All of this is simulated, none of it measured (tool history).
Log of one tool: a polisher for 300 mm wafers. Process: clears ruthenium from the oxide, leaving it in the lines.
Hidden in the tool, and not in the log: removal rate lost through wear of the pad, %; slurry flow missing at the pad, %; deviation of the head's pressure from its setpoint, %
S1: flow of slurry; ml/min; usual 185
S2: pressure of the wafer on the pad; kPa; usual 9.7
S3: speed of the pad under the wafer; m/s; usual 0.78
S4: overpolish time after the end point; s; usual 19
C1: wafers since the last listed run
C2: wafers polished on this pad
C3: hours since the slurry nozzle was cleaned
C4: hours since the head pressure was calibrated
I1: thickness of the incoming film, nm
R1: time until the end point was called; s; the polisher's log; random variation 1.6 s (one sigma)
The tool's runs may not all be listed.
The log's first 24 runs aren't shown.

run,hour,S1,S2,S3,S4,C1,C2,C3,C4,I1,R1
25,693.5,125,7.6,0.98,12,127,280,322.3,91.5,49.7,90.6
26,723.8,150,9.0,0.92,12,159,440,352.6,121.8,50.5,82.5
27,748.7,185,11.0,0.70,24,131,571,377.5,146.7,50.2,87.7
28,775.8,185,6.2,0.98,11,142,713,404.6,173.8,49.6,97.5
29,804.8,185,9.7,0.78,19,152,866,433.6,202.8,49.9,88.2
30,820.8,185,6.2,0.98,11,84,950,449.6,218.8,49.8,99.9
# hour 844.0: worn pad replaced by a new one
31,844.7,200,9.7,0.78,19,104,3,473.5,242.7,49.8,85.7
32,873.8,185,9.7,0.78,19,153,156,502.6,271.8,49.0,88.1
33,890.3,230,11.7,1.02,13,86,243,519.1,288.3,49.2,54.1

5 ways to go on from here, each from the tool as it stands after run 33. What would each give?
A,890.8,185,9.7,0.78,19,2,246,519.6,288.8,50.1,?
B,890.8,205,11.0,0.78,19,2,246,519.6,288.8,50.1,?
C,890.8,185,7.6,0.78,29,2,246,519.6,288.8,50.1,?
D,890.8,185,9.7,0.88,25,2,246,519.6,288.8,50.1,?
E,890.8,185,9.7,0.78,14,2,246,519.6,288.8,50.1,?

run,R1
A,90.2
B,79.2
C,110.5
D,79.9
E,90.2
Without the tool's hidden state the same runs would have given:
run,R1
A,86.0
B,75.5
C,105.3
D,76.2
E,86.0
